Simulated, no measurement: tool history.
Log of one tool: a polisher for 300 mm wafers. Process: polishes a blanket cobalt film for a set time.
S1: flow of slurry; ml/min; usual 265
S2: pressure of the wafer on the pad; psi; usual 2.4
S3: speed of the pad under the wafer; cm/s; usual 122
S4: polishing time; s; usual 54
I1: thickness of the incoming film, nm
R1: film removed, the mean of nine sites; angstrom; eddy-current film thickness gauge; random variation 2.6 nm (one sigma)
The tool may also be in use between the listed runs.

| run | hour | S1 | S2 | S3 | S4 | I1 | R1 |
|---|---|---|---|---|---|---|---|
| 1 | 0 | 305 | 2.4 | 122 | 54 | 1151.1 | 3400 |
| 2 | 11.4 | 265 | 2.4 | 122 | 54 | 1168.3 | 3369 |
| 3 | 18.7 | 265 | 2.4 | 122 | 54 | 1186.2 | 3337 |
| 4 | 35.9 | 265 | 1.8 | 122 | 54 | 1173.7 | 2495 |
| 5 | 45.3 | 265 | 1.8 | 122 | 54 | 1149.7 | 2508 |
| 6 | 59.3 | 265 | 1.8 | 122 | 54 | 1149.9 | 2520 |
|  | 72.5 | worn pad replaced by a new one |
| 7 | 74.6 | 265 | 2.4 | 122 | 54 | 1157.4 | 3343 |
| 8 | 88.1 | 265 | 2.4 | 122 | 54 | 1158.3 | 3343 |
| 9 | 100.7 | 315 | 2.4 | 122 | 54 | 1162.1 | 3346 |
|  | 114.5 | slurry nozzle cleaned |
| 10 | 115 | 265 | 2.9 | 122 | 54 | 1174.1 | 4122 |
| 11 | 127.1 | 265 | 2.9 | 122 | 54 | 1170.9 | 4044 |
| 12 | 133.2 | 265 | 2.4 | 122 | 54 | 1163.7 | 3329 |
|  | 140.2 | worn pad replaced by a new one |
| 13 | 144.2 | 265 | 2.4 | 122 | 64 | 1150 | 3942 |
| 14 | 162 | 265 | 2.4 | 122 | 54 | 1144.9 | 3364 |
|  | 165.1 | head pressure recalibrated |
| 15 | 173.1 | 335 | 2 | 110 | 65 | 1175.9 | 3065 |

The next listed run, before its measurement:
|  | 201.9 | worn pad replaced by a new one |
| 16 | 209.1 | 265 | 1.8 | 134 | 47 | 1162.5 | ? |

R1: 2388 angstrom
Without the tool's hidden state the same run would have given R1 2388 angstrom.
